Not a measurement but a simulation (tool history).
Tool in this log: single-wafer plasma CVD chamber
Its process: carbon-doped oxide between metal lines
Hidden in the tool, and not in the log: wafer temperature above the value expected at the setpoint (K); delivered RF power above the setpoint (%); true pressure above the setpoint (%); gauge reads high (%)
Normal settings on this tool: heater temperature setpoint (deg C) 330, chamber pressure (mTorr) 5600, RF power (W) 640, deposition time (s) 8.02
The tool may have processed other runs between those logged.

run     day  heater temperature setpoint (deg C)  chamber pressure (mTorr)  RF power (W)  deposition time (s)  wafers since the last listed run  hours since the last thermocouple change  hours since the last RF generator calibration  hours since the last manometer calibration  hours since the showerhead was replaced  hours since the gauge calibration  read-back reference wafer on the same gauge, thickness_nm  mean film thickness on the monitor wafer (angstrom)
  1   0.000                                  330                      5600           640                 8.02                                 0                                    2214.5                                         2107.7                                       826.8                                   6057.4                              960.6                                                     55.393                                               502.97
  2   2.742                                  330                      5600           640                 8.02                              1440                                    2280.3                                         2173.5                                       892.6                                   6123.2                             1026.4                                                     55.397                                               500.97
  3   5.171                                  322                      5600           640                 8.02                              1275                                    2338.6                                         2231.8                                       950.9                                   6181.5                             1084.7                                                     55.437                                               521.27
  4   6.304                                  322                      5600           640                 8.02                               595                                    2365.8                                         2259.0                                       978.1                                   6208.7                             1111.9                                                     55.359                                               517.91
  5   7.950                                  322                      5600           640                 8.02                               864                                    2405.3                                         2298.5                                      1017.6                                   6248.2                             1151.4                                                     55.452                                               517.25
  6  10.008                                  330                      5600           730                 8.02                              1081                                    2454.7                                         2347.9                                      1067.0                                   6297.6                             1200.8                                                     55.397                                               536.42
  7  12.967                                  330                      5600           730                 8.02                              1553                                    2525.7                                         2418.9                                      1138.0                                   6368.6                             1271.8                                                     55.405                                               535.48
  8  14.908                                  330                      5600           730                 8.02                              1019                                    2572.3                                         2465.5                                      1184.6                                   6415.2                             1318.4                                                     55.408                                               533.70
  9  17.617                                  330                      5600           640                 6.77                              1422                                    2637.3                                         2530.5                                      1249.6                                   6480.2                             1383.4                                                     55.395                                               424.05
 10  20.321                                  330                      5600           640                 6.77                              1420                                    2702.2                                         2595.4                                      1314.5                                   6545.1                             1448.3                                                     55.437                                               422.87
     21.392  -- thermocouple changed; heater temperature recalibrated
 11  22.138                                  330                      5600           640                 8.02                               779                                      17.9                                         2639.0                                      1358.1                                   6588.7                             1491.9                                                     55.377                                               498.57
 12  24.396                                  330                      5600           640                 8.02                              1186                                      72.1                                         2693.2                                      1412.3                                   6642.9                             1546.1                                                     55.399                                               496.41
 13  26.358                                  318                      5600           640                 7.24                              1030                                     119.2                                         2740.3                                      1459.4                                   6690.0                             1593.2                                                     55.385                                               472.85
     28.088  -- RF generator calibrated
 14  29.146                                  330                      4380           640                 8.02                              1289                                     186.1                                           25.4                                      1526.3                                   6756.9                             1660.1                                                     55.437                                               510.16
     29.967  -- gauge calibrated
 15  31.067                                  338                      5600           640                 6.87                              1008                                     232.2                                           71.5                                      1572.4                                   6803.0                               26.4                                                     55.405                                               435.34
 16  33.279                                  330                      5070           640                 8.02                              1162                                     285.3                                          124.6                                      1625.5                                   6856.1                               79.5                                                     55.380                                               516.71
 17  35.142                                  316                      4510           700                 6.86                               978                                     330.0                                          169.3                                      1670.2                                   6900.8                              124.2                                                     55.431                                               482.64
 18  37.446                                  341                      4560           735                 6.42                              1210                                     385.3                                          224.6                                      1725.5                                   6956.1                              179.5                                                     55.441                                               421.30
 19  39.829                                  322                      5600           640                 8.02                              1251                                     442.5                                          281.8                                      1782.7                                   7013.3                              236.7                                                     55.403                                               538.65
 20  41.458                                  330                      5600           640                 8.02                               855                                     481.6                                          320.9                                      1821.8                                   7052.4                              275.8                                                     55.421                                               521.82
     43.358  -- capacitance manometer re-zeroed and calibrated
 21  43.471                                  344                      6380           640                 8.02                               882                                     529.9                                          369.2                                         2.7                                   7100.7                              324.1                                                     55.366                                               504.22
     45.142  -- showerhead replaced
 22  45.338                                  340                      6540           640                 8.02                               805                                     574.7                                          414.0                                        47.5                                      4.7                              368.9                                                     55.408                                               511.84
 23  47.971                                  320                      5960           530                 7.17                              1383                                     637.9                                          477.2                                       110.7                                     67.9                              432.1                                                     55.428                                               445.81
 24  50.150                                  330                      6130           675                 8.02                              1144                                     690.2                                          529.5                                       163.0                                    120.2                              484.4                                                     55.340                                               535.66
 25  52.454                                  330                      5600           640                 8.02                              1210                                     745.5                                          584.8                                       218.3                                    175.5                              539.7                                                     55.382                                               518.23
 26  54.804                                  342                      5980           540                 8.02                              1234                                     801.9                                          641.2                                       274.7                                    231.9                              596.1                                                     55.434                                               458.36
 27  57.371                                  330                      5600           640                 8.02                              1348                                     863.5                                          702.8                                       336.3                                    293.5                              657.7                                                     55.347                                               516.35
 28  60.154                                  342                      5600           740                 7.54                              1462                                     930.3                                          769.6                                       403.1                                    360.3                              724.5                                                     55.403                                               501.39

Here are 5 independent what-if runs from the current tool condition. What would each one return?
  A  60.171                                  330                      4540           640                 8.02                                 8                                     930.7                                          770.0                                       403.5                                    360.7                              724.9                                                          ?                                                    ?
  B  60.171                                  344                      6560           640                 8.02                                 8                                     930.7                                          770.0                                       403.5                                    360.7                              724.9                                                          ?                                                    ?
  C  60.171                                  330                      5600           640                 8.70                                 8                                     930.7                                          770.0                                       403.5                                    360.7                              724.9                                                          ?                                                    ?
  D  60.171                                  317                      5600           735                 6.52                                 8                                     930.7                                          770.0                                       403.5                                    360.7                              724.9                                                          ?                                                    ?
  E  60.171                                  322                      5600           515                 8.02                                 8                                     930.7                                          770.0                                       403.5                                    360.7                              724.9                                                          ?                                                    ?

run  read-back reference wafer on the same gauge, thickness_nm  mean film thickness on the monitor wafer (angstrom)
  A                                                     55.351                                               504.93
  B                                                     55.351                                               500.81
  C                                                     55.351                                               561.08
  D                                                     55.351                                               476.95
  E                                                     55.351                                               480.21
Without the tool's unlogged condition, the same runs would have read:
run  mean film thickness on the monitor wafer (angstrom)
  A                                               511.58
  B                                               507.41
  C                                               568.48
  D                                               483.10
  E                                               486.72
